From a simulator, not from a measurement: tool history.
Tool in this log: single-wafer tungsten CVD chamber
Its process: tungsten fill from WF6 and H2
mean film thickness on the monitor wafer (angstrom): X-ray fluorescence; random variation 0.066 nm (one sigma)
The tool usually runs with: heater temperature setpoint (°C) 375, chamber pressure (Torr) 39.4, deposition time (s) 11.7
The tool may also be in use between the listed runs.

| run | hour | heater temperature setpoint (°C) | chamber pressure (Torr) | deposition time (s) | read-back reference wafer on the same gauge, thickness_nm | mean film thickness on the monitor wafer (angstrom) |
|---|---|---|---|---|---|---|
| 1 | 0.0 | 375 | 39.4 | 12.3 | 22.981 | 268.19 |
| 2 | 14.6 | 375 | 39.4 | 12.3 | 22.984 | 268.37 |
| 3 | 26.0 | 375 | 39.4 | 12.8 | 23.013 | 278.79 |
| 4 | 41.4 | 375 | 39.4 | 11.7 | 22.969 | 255.55 |
|  | 41.7 | gauge calibrated |
| 5 | 87.4 | 375 | 39.4 | 11.7 | 23.000 | 256.28 |
| 6 | 102.9 | 375 | 39.4 | 11.7 | 23.015 | 256.03 |
| 7 | 118.5 | 375 | 39.4 | 11.7 | 23.005 | 256.57 |
| 8 | 127.9 | 375 | 39.4 | 11.7 | 23.002 | 254.99 |
| 9 | 137.4 | 375 | 35.0 | 11.7 | 22.992 | 238.20 |
|  | 156.8 | showerhead replaced |
| 10 | 157.3 | 375 | 35.0 | 11.7 | 23.003 | 237.18 |
| 11 | 169.4 | 381 | 39.4 | 11.7 | 22.995 | 296.58 |
|  | 183.6 | thermocouple changed; heater temperature recalibrated |
| 12 | 184.1 | 375 | 33.0 | 11.7 | 23.008 | 230.34 |
| 13 | 200.6 | 375 | 45.0 | 10.0 | 22.975 | 239.25 |
| 14 | 215.8 | 375 | 39.4 | 11.7 | 22.991 | 256.96 |
|  | 223.9 | capacitance manometer re-zeroed and calibrated |
| 15 | 229.5 | 363 | 30.5 | 11.7 | 23.029 | 152.22 |
|  | 230.4 | gauge calibrated |
| 16 | 236.5 | 361 | 47.4 | 13.7 | 23.002 | 224.89 |
| 17 | 246.2 | 375 | 39.4 | 13.7 | 22.988 | 282.95 |
| 18 | 257.4 | 375 | 39.4 | 11.7 | 23.011 | 241.31 |
| 19 | 269.5 | 379 | 35.8 | 11.7 | 23.031 | 249.48 |
| 20 | 280.1 | 379 | 39.4 | 13.6 | 22.989 | 308.56 |
| 21 | 288.9 | 375 | 39.4 | 11.7 | 23.008 | 242.43 |

What if the next run were any one of these 5? Each begins from the tool's condition after run 21:
| A | 289.3 | 375 | 35.9 | 11.7 | ? | ? |
| B | 289.3 | 383 | 45.9 | 12.7 | ? | ? |
| C | 289.3 | 375 | 36.4 | 13.3 | ? | ? |
| D | 289.3 | 384 | 47.0 | 11.7 | ? | ? |
| E | 289.3 | 375 | 36.5 | 13.8 | ? | ? |

| run | read-back reference wafer on the same gauge, thickness_nm | mean film thickness on the monitor wafer (angstrom) |
|---|---|---|
| A | 23.021 | 228.05 |
| B | 23.021 | 346.88 |
| C | 23.021 | 261.73 |
| D | 23.021 | 331.31 |
| E | 23.021 | 272.10 |
Without the tool's hidden state the same runs would have given:
| run | mean film thickness on the monitor wafer (angstrom) |
|---|---|
| A | 230.08 |
| B | 349.86 |
| C | 264.06 |
| D | 334.16 |
| E | 274.52 |
